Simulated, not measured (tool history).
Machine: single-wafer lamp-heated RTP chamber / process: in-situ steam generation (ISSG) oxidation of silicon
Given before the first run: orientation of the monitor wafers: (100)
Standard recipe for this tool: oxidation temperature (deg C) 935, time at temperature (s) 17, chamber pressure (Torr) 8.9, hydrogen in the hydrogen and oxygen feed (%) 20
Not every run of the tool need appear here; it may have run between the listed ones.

run,hour,oxidation temperature (deg C),time at temperature (s),chamber pressure (Torr),hydrogen in the hydrogen and oxygen feed (%),"read-back reference wafer on the same gauge, thickness",oxide thickness on the monitor wafer (Å)
1,0.0,935,20,8.9,15,4.089,38.05
2,67.9,935,20,8.9,15,4.092,38.05
3,126.8,935,20,8.9,16,4.089,38.54
4,184.5,935,17,8.9,20,4.091,38.14
5,216.1,935,17,8.9,20,4.087,38.10
6,268.7,935,17,8.9,20,4.088,38.15
7,320.0,935,17,8.9,20,4.090,38.22
8,364.7,935,17,8.9,20,4.090,38.21
9,416.6,945,17,8.9,20,4.089,39.31
10,472.6,935,12,8.9,20,4.090,33.58
11,530.9,935,17,8.9,20,4.090,38.36
12,585.7,935,17,8.9,20,4.088,38.42
13,614.1,935,17,8.9,20,4.089,38.40
# hour 632.9: pyrometer window cleaned and pyrometer calibrated
14,642.2,935,17,9.9,15,4.089,35.20
15,696.7,935,17,8.9,20,4.089,37.96
# hour 704.6: gauge calibrated
16,756.5,935,23,8.9,17,4.089,41.34
17,798.7,935,17,8.9,20,4.089,38.05
18,836.4,935,17,8.9,20,4.088,38.04
19,877.9,926,13,8.5,24,4.090,35.35
# hour 895.9: hydrogen flow controller replaced
20,902.8,935,22,9.7,20,4.090,41.87
21,951.6,935,17,8.9,20,4.091,38.04
22,982.8,926,21,8.9,15,4.090,38.13
23,1060.9,935,17,8.9,20,4.092,38.22
24,1093.4,935,17,10.1,29,4.090,40.80
# hour 1115.0: pressure gauge zeroed
25,1154.8,926,19,10.2,30,4.090,41.74
26,1194.8,935,13,8.9,27,4.090,37.28
27,1222.7,935,17,7.6,16,4.091,36.59
28,1270.3,952,17,8.2,20,4.090,40.47
29,1312.0,919,17,8.9,27,4.090,39.57
# hour 1359.3: pyrometer window cleaned and pyrometer calibrated
30,1359.8,953,17,8.9,20,4.088,39.76
31,1429.6,935,17,10.2,15,4.089,34.98
32,1459.3,918,15,9.5,20,4.090,34.56

3 options for the next run, each taken on its own from the tool as it stands now. Forecast them:
A,1459.7,935,15,8.9,20,?,?
B,1459.7,935,23,8.9,20,?,?
C,1459.7,921,11,7.9,28,?,?

run,"read-back reference wafer on the same gauge, thickness",oxide thickness on the monitor wafer (Å)
A,4.090,36.05
B,4.090,42.57
C,4.090,34.45
The same runs, with their run-to-run variation unchanged, on a tool lacking any hidden condition would have given:
run,oxide thickness on the monitor wafer (Å)
A,35.93
B,42.40
C,34.35

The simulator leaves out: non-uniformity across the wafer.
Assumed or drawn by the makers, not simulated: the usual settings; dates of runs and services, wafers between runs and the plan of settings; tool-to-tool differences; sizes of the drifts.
